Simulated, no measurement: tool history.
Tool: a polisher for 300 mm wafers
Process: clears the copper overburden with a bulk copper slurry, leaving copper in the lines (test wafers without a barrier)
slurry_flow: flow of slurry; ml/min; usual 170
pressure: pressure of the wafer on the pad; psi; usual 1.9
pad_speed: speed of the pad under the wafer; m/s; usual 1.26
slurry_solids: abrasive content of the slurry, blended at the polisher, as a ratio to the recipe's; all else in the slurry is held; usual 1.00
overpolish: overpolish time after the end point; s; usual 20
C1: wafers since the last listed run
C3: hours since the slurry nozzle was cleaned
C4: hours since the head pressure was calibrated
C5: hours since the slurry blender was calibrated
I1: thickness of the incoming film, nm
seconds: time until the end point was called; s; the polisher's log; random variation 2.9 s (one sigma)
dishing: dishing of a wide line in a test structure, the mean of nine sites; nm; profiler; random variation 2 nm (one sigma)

Run 1, hour 0.0: usual settings; C1 0; wafers polished on this pad 567; C3 525.7; C4 1040.6; C5 7.7; I1 1098.4. Result: seconds 149.9 s, dishing 88.4 nm.
Run 2, hour 19.6: usual settings; C1 120; wafers polished on this pad 688; C3 545.3; C4 1060.2; C5 27.3; I1 1117.0. Result: seconds 153.8 s, dishing 81.9 nm.
Run 3, hour 46.5: usual settings; C1 165; wafers polished on this pad 854; C3 572.2; C4 1087.1; C5 54.2; I1 1109.7. Result: seconds 158.5 s, dishing 87.5 nm.
At hour 53.4: slurry nozzle cleaned.
Run 4, hour 70.5: usual settings; C1 141; wafers polished on this pad 996; C3 17.1; C4 1111.1; C5 78.2; I1 1115.1. Result: seconds 159.1 s, dishing 84.8 nm.
Run 5, hour 89.2: usual settings; C1 115; wafers polished on this pad 1111; C3 35.8; C4 1129.8; C5 96.9; I1 1130.8. Result: seconds 167.0 s, dishing 87.1 nm.
At hour 109.3: worn pad replaced by a new one.
Run 6, hour 124.1: usual settings; C1 190; wafers polished on this pad 90; C3 70.7; C4 1164.7; C5 131.8; I1 1099.3. Result: seconds 155.5 s, dishing 85.6 nm.
Run 7, hour 146.0: usual settings; C1 134; wafers polished on this pad 225; C3 92.6; C4 1186.6; C5 153.7; I1 1111.5. Result: seconds 157.2 s, dishing 78.4 nm.
Run 8, hour 178.9: usual settings but pressure 1.6 psi, pad_speed 1.46 m/s; C1 202; wafers polished on this pad 428; C3 125.5; C4 1219.5; C5 186.6; I1 1113.6. Result: seconds 164.3 s, dishing 78.6 nm.
Run 9, hour 213.4: usual settings but pad_speed 1.04 m/s; C1 212; wafers polished on this pad 641; C3 160.0; C4 1254.0; C5 221.1; I1 1112.2. Result: seconds 198.5 s, dishing 74.9 nm.
At hour 221.2: head pressure recalibrated.
Run 10, hour 243.6: usual settings but slurry_flow 205 ml/min, pressure 1.4 psi, pad_speed 1.00 m/s; C1 173; wafers polished on this pad 815; C3 190.2; C4 22.4; C5 251.3; I1 1109.2. Result: seconds 264.8 s, dishing 57.2 nm.
Run 11, hour 270.9: usual settings but pressure 2.4 psi, slurry_solids 1.10; C1 168; wafers polished on this pad 983; C3 217.5; C4 49.7; C5 278.6; I1 1117.3. Result: seconds 126.9 s, dishing 98.9 nm.
Run 12, hour 298.8: usual settings but slurry_flow 200 ml/min, pressure 1.2 psi; C1 171; wafers polished on this pad 1155; C3 245.4; C4 77.6; C5 306.5; I1 1112.8. Result: seconds 246.2 s, dishing 57.1 nm.
Run 13, hour 313.1: usual settings; C1 88; wafers polished on this pad 1243; C3 259.7; C4 91.9; C5 320.8; I1 1113.3. Result: seconds 162.9 s, dishing 82.7 nm.
At hour 334.6: slurry blender recalibrated.
Run 14, hour 335.1: usual settings but slurry_flow 110 ml/min, slurry_solids 0.90; C1 123; wafers polished on this pad 1366; C3 281.7; C4 113.9; C5 0.5; I1 1137.0. Result: seconds 181.2 s, dishing 80.5 nm.
At hour 340.2: worn pad replaced by a new one.
Run 15, hour 346.3: usual settings but pressure 1.7 psi, pad_speed 1.54 m/s, slurry_solids 1.20; C1 44; wafers polished on this pad 37; C3 292.9; C4 125.1; C5 11.7; I1 1114.0. Result: seconds 137.5 s, dishing 90.3 nm.
Run 16, hour 368.9: usual settings but slurry_flow 195 ml/min, pad_speed 1.14 m/s; C1 139; wafers polished on this pad 177; C3 315.5; C4 147.7; C5 34.3; I1 1110.3. Result: seconds 169.2 s, dishing 81.5 nm.
Run 17, hour 390.0: usual settings but slurry_flow 225 ml/min, pressure 1.3 psi; C1 130; wafers polished on this pad 307; C3 336.6; C4 168.8; C5 55.4; I1 1119.6. Result: seconds 215.0 s, dishing 63.1 nm.
Run 18, hour 423.9: usual settings; C1 208; wafers polished on this pad 516; C3 370.5; C4 202.7; C5 89.3; I1 1122.2. Result: seconds 159.7 s, dishing 84.4 nm.
Run 19, hour 445.6: usual settings but pressure 2.6 psi, overpolish 29 s; C1 133; wafers polished on this pad 649; C3 392.2; C4 224.4; C5 111.0; I1 1128.5. Result: seconds 116.1 s, dishing 129.6 nm.
Run 20, hour 472.7: usual settings; C1 166; wafers polished on this pad 816; C3 419.3; C4 251.5; C5 138.1; I1 1112.3. Result: seconds 159.1 s, dishing 81.7 nm.
Run 21, hour 504.7: usual settings but pressure 1.4 psi, pad_speed 1.70 m/s, slurry_solids 1.15, overpolish 9 s; C1 197; wafers polished on this pad 1013; C3 451.3; C4 283.5; C5 170.1; I1 1108.1. Result: seconds 157.7 s, dishing 47.2 nm.
At hour 534.5: worn pad replaced by a new one.
Run 22, hour 535.5: usual settings but overpolish 13 s; C1 165; wafers polished on this pad 6; C3 482.1; C4 314.3; C5 200.9; I1 1123.3. Result: seconds 160.5 s, dishing 61.5 nm.
Run 23, hour 559.5: usual settings but slurry_flow 215 ml/min, pad_speed 1.68 m/s, slurry_solids 0.90, overpolish 12 s; C1 147; wafers polished on this pad 153; C3 506.1; C4 338.3; C5 224.9; I1 1137.5. Result: seconds 126.2 s, dishing 72.0 nm.
Run 24, hour 578.7: usual settings but pressure 1.6 psi, pad_speed 1.46 m/s; C1 118; wafers polished on this pad 272; C3 525.3; C4 357.5; C5 244.1; I1 1110.8. Result: seconds 169.3 s, dishing 78.9 nm.
Run 25, hour 597.9: usual settings but slurry_flow 140 ml/min, slurry_solids 1.15; C1 118; wafers polished on this pad 390; C3 544.5; C4 376.7; C5 263.3; I1 1130.6. Result: seconds 167.1 s, dishing 78.8 nm.
Run 26, hour 616.8: usual settings but pressure 2.2 psi, overpolish 10 s; C1 116; wafers polished on this pad 507; C3 563.4; C4 395.6; C5 282.2; I1 1127.4. Result: seconds 143.7 s, dishing 59.1 nm.
At hour 629.2: slurry nozzle cleaned.
Run 27, hour 640.8: usual settings; C1 141; wafers polished on this pad 648; C3 11.6; C4 419.6; C5 306.2; I1 1133.3. Result: seconds 163.6 s, dishing 79.8 nm.
Run 28, hour 660.2: usual settings; C1 119; wafers polished on this pad 768; C3 31.0; C4 439.0; C5 325.6; I1 1107.8. Result: seconds 162.8 s, dishing 80.4 nm.
Run 29, hour 687.2: usual settings but slurry_flow 210 ml/min; C1 166; wafers polished on this pad 934; C3 58.0; C4 466.0; C5 352.6; I1 1131.2. Result: seconds 159.8 s, dishing 85.5 nm.

Some steps in seconds between neighbouring runs. How much of each would the tool show without its hidden state too (settings, what came in, random variation), and how much is left for the hidden state, with any gauge scatter that isn't in both results?
The hidden state here: removal rate lost through wear of the pad, %; slurry flow missing at the pad, %; deviation of the head's pressure from its setpoint, %; abrasive missing from the slurry, %.
Run 10 -> 11: slurry_flow 205 -> 170, pressure 1.4 -> 2.4, pad_speed 1.00 -> 1.26, slurry_solids 1.00 -> 1.10. seconds -137.9 s: hidden state -7.1, all else -130.8.
Run 11 -> 12: slurry_flow 170 -> 200, pressure 2.4 -> 1.2, slurry_solids 1.10 -> 1.00. seconds +119.3 s: hidden state +6.8, all else +112.5.
Run 13 -> 14: slurry_flow 170 -> 110, slurry_solids 1.00 -> 0.90, slurry blender recalibrated. seconds +18.3 s: hidden state -8.6, all else +26.9.
